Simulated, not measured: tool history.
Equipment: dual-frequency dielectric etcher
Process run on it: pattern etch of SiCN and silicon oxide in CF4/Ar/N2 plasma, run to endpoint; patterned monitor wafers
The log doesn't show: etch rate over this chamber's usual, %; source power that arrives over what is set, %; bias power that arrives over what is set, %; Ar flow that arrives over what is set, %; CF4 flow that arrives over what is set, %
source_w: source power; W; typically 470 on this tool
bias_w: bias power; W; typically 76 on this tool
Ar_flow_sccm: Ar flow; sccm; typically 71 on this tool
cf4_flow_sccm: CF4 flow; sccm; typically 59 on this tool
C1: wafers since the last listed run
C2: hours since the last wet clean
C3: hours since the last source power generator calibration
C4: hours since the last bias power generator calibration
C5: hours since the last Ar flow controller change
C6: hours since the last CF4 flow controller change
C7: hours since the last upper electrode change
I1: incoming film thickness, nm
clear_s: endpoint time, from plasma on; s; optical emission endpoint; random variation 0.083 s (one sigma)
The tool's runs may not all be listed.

run 1 hour=0 | source_w=470 bias_w=76 Ar_flow_sccm=71 cf4_flow_sccm=70 | C1=0 C2=470.6 C3=4455.6 C4=3718.2 C5=3465.3 C6=5611.9 C7=4089.4 | I1=16.55 | clear_s=18.9
-- hour=24.6 wet clean of the chamber
run 2 hour=51.7 | source_w=470 bias_w=76 Ar_flow_sccm=71 cf4_flow_sccm=70 | C1=374 C2=27.1 C3=4507.3 C4=3769.9 C5=3517 C6=5663.6 C7=4141.1 | I1=16.54 | clear_s=18.9
run 3 hour=95.2 | source_w=470 bias_w=76 Ar_flow_sccm=71 cf4_flow_sccm=59 | C1=588 C2=70.6 C3=4550.8 C4=3813.4 C5=3560.5 C6=5707.1 C7=4184.6 | I1=16.51 | clear_s=19.5
run 4 hour=158.3 | source_w=470 bias_w=76 Ar_flow_sccm=71 cf4_flow_sccm=59 | C1=853 C2=133.7 C3=4613.9 C4=3876.5 C5=3623.6 C6=5770.2 C7=4247.7 | I1=16.61 | clear_s=19.5
run 5 hour=189.9 | source_w=470 bias_w=76 Ar_flow_sccm=71 cf4_flow_sccm=59 | C1=427 C2=165.3 C3=4645.5 C4=3908.1 C5=3655.2 C6=5801.8 C7=4279.3 | I1=16.69 | clear_s=19.6
run 6 hour=225.1 | source_w=470 bias_w=76 Ar_flow_sccm=71 cf4_flow_sccm=59 | C1=475 C2=200.5 C3=4680.7 C4=3943.3 C5=3690.4 C6=5837 C7=4314.5 | I1=16.57 | clear_s=19.4
run 7 hour=252.5 | source_w=470 bias_w=76 Ar_flow_sccm=71 cf4_flow_sccm=59 | C1=370 C2=227.9 C3=4708.1 C4=3970.7 C5=3717.8 C6=5864.4 C7=4341.9 | I1=16.4 | clear_s=19.4
-- hour=283.5 CF4 flow controller replaced
run 8 hour=307.7 | source_w=470 bias_w=76 Ar_flow_sccm=71 cf4_flow_sccm=59 | C1=665 C2=283.1 C3=4763.3 C4=4025.9 C5=3773 C6=24.2 C7=4397.1 | I1=16.55 | clear_s=19.5
run 9 hour=348.9 | source_w=520 bias_w=76 Ar_flow_sccm=71 cf4_flow_sccm=59 | C1=557 C2=324.3 C3=4804.5 C4=4067.1 C5=3814.2 C6=65.4 C7=4438.3 | I1=16.48 | clear_s=18.3
-- hour=373.8 source power generator calibrated
-- hour=378.1 upper electrode replaced
-- hour=383.2 bias power generator calibrated
-- hour=446.7 wet clean of the chamber
run 10 hour=447.2 | source_w=580 bias_w=86 Ar_flow_sccm=71 cf4_flow_sccm=68 | C1=838 C2=0.5 C3=73.4 C4=64 C5=3912.5 C6=163.7 C7=69.1 | I1=16.38 | clear_s=15.9
-- hour=481.3 Ar flow controller replaced
run 11 hour=484.5 | source_w=380 bias_w=81 Ar_flow_sccm=81 cf4_flow_sccm=59 | C1=423 C2=37.8 C3=110.7 C4=101.3 C5=3.2 C6=201 C7=106.4 | I1=16.66 | clear_s=21.5
run 12 hour=530.8 | source_w=470 bias_w=76 Ar_flow_sccm=71 cf4_flow_sccm=59 | C1=625 C2=84.1 C3=157 C4=147.6 C5=49.5 C6=247.3 C7=152.7 | I1=16.69 | clear_s=19.6
run 13 hour=557.6 | source_w=530 bias_w=76 Ar_flow_sccm=71 cf4_flow_sccm=59 | C1=362 C2=110.9 C3=183.8 C4=174.4 C5=76.3 C6=274.1 C7=179.5 | I1=16.56 | clear_s=18.3
run 14 hour=582.3 | source_w=470 bias_w=76 Ar_flow_sccm=71 cf4_flow_sccm=59 | C1=333 C2=135.6 C3=208.5 C4=199.1 C5=101 C6=298.8 C7=204.2 | I1=16.5 | clear_s=19.5
run 15 hour=755.3 | source_w=470 bias_w=76 Ar_flow_sccm=71 cf4_flow_sccm=59 | C1=2338 C2=308.6 C3=381.5 C4=372.1 C5=274 C6=471.8 C7=377.2 | I1=16.54 | clear_s=19.5
run 16 hour=817 | source_w=400 bias_w=67 Ar_flow_sccm=76 cf4_flow_sccm=54 | C1=834 C2=370.3 C3=443.2 C4=433.8 C5=335.7 C6=533.5 C7=438.9 | I1=16.74 | clear_s=23.2
-- hour=844.4 wet clean of the chamber
run 17 hour=998.2 | source_w=470 bias_w=76 Ar_flow_sccm=71 cf4_flow_sccm=59 | C1=2125 C2=153.8 C3=624.4 C4=615 C5=516.9 C6=714.7 C7=620.1 | I1=16.49 | clear_s=19.5
run 18 hour=1069.4 | source_w=370 bias_w=64 Ar_flow_sccm=54 cf4_flow_sccm=52 | C1=962 C2=225 C3=695.6 C4=686.2 C5=588.1 C6=785.9 C7=691.3 | I1=16.64 | clear_s=23.9
run 19 hour=1128.2 | source_w=470 bias_w=84 Ar_flow_sccm=71 cf4_flow_sccm=59 | C1=794 C2=283.8 C3=754.4 C4=745 C5=646.9 C6=844.7 C7=750.1 | I1=16.59 | clear_s=18.5
run 20 hour=1195.4 | source_w=440 bias_w=69 Ar_flow_sccm=71 cf4_flow_sccm=59 | C1=908 C2=351 C3=821.6 C4=812.2 C5=714.1 C6=911.9 C7=817.3 | I1=16.56 | clear_s=21
run 21 hour=1237.9 | source_w=470 bias_w=76 Ar_flow_sccm=71 cf4_flow_sccm=59 | C1=574 C2=393.5 C3=864.1 C4=854.7 C5=756.6 C6=954.4 C7=859.8 | I1=16.64 | clear_s=19.7
run 22 hour=1267.8 | source_w=470 bias_w=76 Ar_flow_sccm=71 cf4_flow_sccm=66 | C1=404 C2=423.4 C3=894 C4=884.6 C5=786.5 C6=984.3 C7=889.7 | I1=16.62 | clear_s=19.2
-- hour=1301 wet clean of the chamber
run 23 hour=1302.3 | source_w=470 bias_w=76 Ar_flow_sccm=80 cf4_flow_sccm=59 | C1=141 C2=1.3 C3=928.5 C4=919.1 C5=821 C6=1018.8 C7=924.2 | I1=16.7 | clear_s=20

5 ways to go on from here, each from the tool as it stands after run 23. What would each give?
run A hour=1302.7 | source_w=470 bias_w=76 Ar_flow_sccm=71 cf4_flow_sccm=59 | C1=5 C2=1.7 C3=928.9 C4=919.5 C5=821.4 C6=1019.2 C7=924.6 | I1=16.68 | clear_s=?
run B hour=1302.7 | source_w=590 bias_w=76 Ar_flow_sccm=55 cf4_flow_sccm=59 | C1=5 C2=1.7 C3=928.9 C4=919.5 C5=821.4 C6=1019.2 C7=924.6 | I1=16.68 | clear_s=?
run C hour=1302.7 | source_w=410 bias_w=68 Ar_flow_sccm=60 cf4_flow_sccm=52 | C1=5 C2=1.7 C3=928.9 C4=919.5 C5=821.4 C6=1019.2 C7=924.6 | I1=16.68 | clear_s=?
run D hour=1302.7 | source_w=470 bias_w=76 Ar_flow_sccm=60 cf4_flow_sccm=59 | C1=5 C2=1.7 C3=928.9 C4=919.5 C5=821.4 C6=1019.2 C7=924.6 | I1=16.68 | clear_s=?
run E hour=1302.7 | source_w=400 bias_w=76 Ar_flow_sccm=71 cf4_flow_sccm=71 | C1=5 C2=1.7 C3=928.9 C4=919.5 C5=821.4 C6=1019.2 C7=924.6 | I1=16.68 | clear_s=?

run=A clear_s=19.6
run=B clear_s=16.9
run=C clear_s=22.4
run=D clear_s=19.4
run=E clear_s=20.8
What these runs would have given with no unlogged condition in the tool:
run=A clear_s=19.6
run=B clear_s=16.9
run=C clear_s=22.4
run=D clear_s=19.4
run=E clear_s=20.8
